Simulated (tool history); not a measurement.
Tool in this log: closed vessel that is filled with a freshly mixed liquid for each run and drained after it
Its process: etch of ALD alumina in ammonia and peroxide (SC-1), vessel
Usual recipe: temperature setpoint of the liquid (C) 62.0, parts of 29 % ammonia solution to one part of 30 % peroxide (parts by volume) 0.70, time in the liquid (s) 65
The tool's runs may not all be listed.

| run | hour | temperature setpoint of the liquid (C) | parts of 29 % ammonia solution to one part of 30 % peroxide (parts by volume) | time in the liquid (s) | read-back film thickness of the ALD alumina reference wafer, read on the same gauge (nm) | thickness taken off the ALD alumina on a monitor wafer (Å) |
|---|---|---|---|---|---|---|
| 1 | 0.0 | 62.0 | 0.70 | 65 | 120.00 | 99.0 |
| 2 | 104.8 | 62.0 | 0.70 | 65 | 119.97 | 98.8 |
| 3 | 176.3 | 62.0 | 0.70 | 65 | 120.00 | 98.0 |
| 4 | 223.3 | 62.0 | 0.70 | 65 | 120.02 | 98.7 |
| 5 | 308.9 | 62.0 | 0.70 | 65 | 120.02 | 98.7 |
| 6 | 380.2 | 58.0 | 0.70 | 65 | 120.01 | 80.4 |
| 7 | 452.8 | 62.0 | 0.70 | 65 | 120.03 | 98.7 |
| 8 | 495.3 | 62.0 | 0.70 | 65 | 120.00 | 98.6 |
| 9 | 591.3 | 62.0 | 0.70 | 65 | 119.99 | 98.3 |
| 10 | 653.4 | 68.0 | 0.70 | 40 | 120.00 | 82.0 |
| 11 | 738.1 | 57.5 | 0.70 | 65 | 120.00 | 78.9 |
| 12 | 827.2 | 57.5 | 0.70 | 65 | 119.97 | 79.2 |
|  | 878.2 | new drum of ammonia solution connected |
| 13 | 892.3 | 56.0 | 0.70 | 65 | 119.98 | 73.4 |
| 14 | 988.0 | 58.0 | 0.85 | 30 | 119.99 | 38.2 |
| 15 | 1044.4 | 62.0 | 0.70 | 65 | 120.00 | 99.8 |
| 16 | 1085.5 | 70.0 | 0.70 | 65 | 119.96 | 147.8 |
|  | 1137.7 | gauge calibrated |
| 17 | 1177.4 | 62.0 | 0.70 | 35 | 120.03 | 54.0 |
| 18 | 1214.4 | 62.0 | 0.70 | 65 | 119.99 | 99.8 |
| 19 | 1267.4 | 54.0 | 0.60 | 100 | 119.99 | 100.4 |
| 20 | 1357.7 | 62.0 | 0.70 | 65 | 119.98 | 100.0 |
|  | 1374.9 | ammonia flow meter replaced |
|  | 1488.9 | thermometer replaced |
| 21 | 1527.8 | 62.0 | 0.70 | 65 | 119.98 | 97.3 |
| 22 | 1620.6 | 54.0 | 0.70 | 80 | 119.97 | 79.3 |
| 23 | 1666.3 | 62.0 | 0.70 | 65 | 119.98 | 97.9 |
| 24 | 1718.3 | 57.0 | 0.70 | 65 | 119.99 | 74.7 |
| 25 | 1800.3 | 62.0 | 0.90 | 65 | 120.00 | 99.6 |
| 26 | 1893.2 | 53.0 | 0.90 | 90 | 119.99 | 85.9 |
| 27 | 1982.9 | 62.0 | 1.05 | 65 | 120.01 | 101.8 |

Branching from run 27: 5 alternative next runs. What would each branch give?
| A | 1983.6 | 62.0 | 0.55 | 65 | ? | ? |
| B | 1983.6 | 69.0 | 0.85 | 75 | ? | ? |
| C | 1983.6 | 62.0 | 0.50 | 35 | ? | ? |
| D | 1983.6 | 62.0 | 0.70 | 85 | ? | ? |
| E | 1983.6 | 54.0 | 0.40 | 80 | ? | ? |

| run | read-back film thickness of the ALD alumina reference wafer, read on the same gauge (nm) | thickness taken off the ALD alumina on a monitor wafer (Å) |
|---|---|---|
| A | 120.00 | 95.1 |
| B | 120.00 | 161.7 |
| C | 120.00 | 50.8 |
| D | 120.00 | 127.3 |
| E | 120.00 | 74.9 |
Without the tool's hidden state the same runs would have given:
| run | thickness taken off the ALD alumina on a monitor wafer (Å) |
|---|---|
| A | 94.3 |
| B | 160.3 |
| C | 50.3 |
| D | 126.1 |
| E | 74.2 |
